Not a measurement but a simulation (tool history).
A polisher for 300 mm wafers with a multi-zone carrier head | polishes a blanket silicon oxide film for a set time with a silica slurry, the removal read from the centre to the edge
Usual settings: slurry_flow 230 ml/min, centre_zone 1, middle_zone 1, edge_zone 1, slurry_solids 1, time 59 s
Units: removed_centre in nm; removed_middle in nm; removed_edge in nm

run,hour,slurry_flow,centre_zone,middle_zone,edge_zone,slurry_solids,time,wafers since the last listed run,wafers polished on this pad,hours since the slurry nozzle was cleaned,hours since the centre zone pressure was calibrated,hours since the edge zone pressure was calibrated,hours since the carrier head's membrane was replaced,"incoming thickness of the incoming film, nm",removed_centre,removed_middle,removed_edge
1,0,230,1,1,1,1,59,0,298,946.9,172,131.6,1473.6,1061.5,213.4,218.7,219.5
# hour 7.6: carrier head's membrane replaced by a new one
2,16.8,230,1.09,1,1,1,59,149,448,963.7,188.8,148.4,9.2,1077.3,236.7,217.3,223.2
# hour 24.6: slurry nozzle cleaned
3,33.4,230,1,1,1,1,59,198,646,8.8,205.4,165,25.8,1075.8,213.9,215,217.9
4,51,230,1,1,1,1,76,223,869,26.4,223,182.6,43.4,1076.9,267.2,274.7,282
5,66,230,1,1,1,0.9,59,190,1060,41.4,238,197.6,58.4,1072.6,197,199.4,200.8
6,73.5,195,0.92,1,1,1,49,95,1155,48.9,245.5,205.1,65.9,1066.3,152.4,168.9,174.7
7,83.8,230,1,1,1,1,59,130,1286,59.2,255.8,215.4,76.2,1072.7,204.8,206.7,213
# hour 103.6: worn pad replaced by a new one
8,104.1,230,0.92,0.96,1,1,43,206,6,79.5,276.1,235.7,96.5,1057,147.5,156.2,163.6
9,118,230,1,1,1.09,1,48,176,182,93.4,290,249.6,110.4,1080.9,179.5,180.7,191.7
# hour 123.9: centre zone pressure recalibrated
10,129.8,230,0.89,1.08,1,1,59,124,307,105.2,5.9,261.4,122.2,1079.9,191.2,231.5,225.9
11,139,230,1,1,1.09,1,59,116,424,114.4,15.1,270.6,131.4,1098.2,217.6,216.6,232.5
12,149.4,230,1.03,1,0.96,1,59,132,556,124.8,25.5,281,141.8,1093.9,218.3,220,218.8
13,157.7,230,1,1,1,1,59,105,661,133.1,33.8,289.3,150.1,1067.6,216.3,215.3,221.9
14,174.8,230,1,1,1,1,59,217,878,150.2,50.9,306.4,167.2,1091.9,212.6,215.1,221
15,183.4,230,1,1,1,1,71,109,987,158.8,59.5,315,175.8,1083.5,256.1,258.1,261.4
16,190,230,1,1,1,1,59,83,1071,165.4,66.1,321.6,182.4,1057.9,207.5,213,216.7
17,198,275,1,1.08,1,0.8,49,101,1173,173.4,74.1,329.6,190.4,1088.9,159.1,167.2,162.8
# hour 208.3: worn pad replaced by a new one
18,214,230,1,0.96,1,1,59,152,71,189.4,90.1,345.6,206.4,1064.8,216.5,213,227.1
19,227.9,270,1,1,0.94,1,59,176,248,203.3,104,359.5,220.3,1076.4,220.9,224.7,220.7
20,236.4,260,1,1,1,0.85,59,107,356,211.8,112.5,368,228.8,1070.2,202.5,204.4,209.3
21,243.2,230,1,1,1,1,59,86,442,218.6,119.3,374.8,235.6,1081.2,214.7,220.1,228.5
22,251.8,280,1,1.12,1,1,45,109,551,227.2,127.9,383.4,244.2,1086,172.8,185,172.2
23,267.1,230,0.92,0.96,1,1,43,194,746,242.5,143.2,398.7,259.5,1062,144.2,153.1,162.3

3 ways to go on from here, each from the tool as it stands after run 23. What would each give?
A,267.5,230,1,1,1,1,59,5,751,242.9,143.6,399.1,259.9,1073.8,?,?,?
B,267.5,190,1.1,1,0.92,1,50,5,751,242.9,143.6,399.1,259.9,1073.8,?,?,?
C,267.5,295,1.09,0.96,1,1,59,5,751,242.9,143.6,399.1,259.9,1073.8,?,?,?

run,removed_centre,removed_middle,removed_edge
A,213.1,215.4,224.1
B,192.3,177.1,178.6
C,240.2,215.8,229.3
Without the tool's hidden state the same runs would have given:
run,removed_centre,removed_middle,removed_edge
A,217.2,219.5,228.4
B,196,180.5,182
C,244.8,219.9,233.7

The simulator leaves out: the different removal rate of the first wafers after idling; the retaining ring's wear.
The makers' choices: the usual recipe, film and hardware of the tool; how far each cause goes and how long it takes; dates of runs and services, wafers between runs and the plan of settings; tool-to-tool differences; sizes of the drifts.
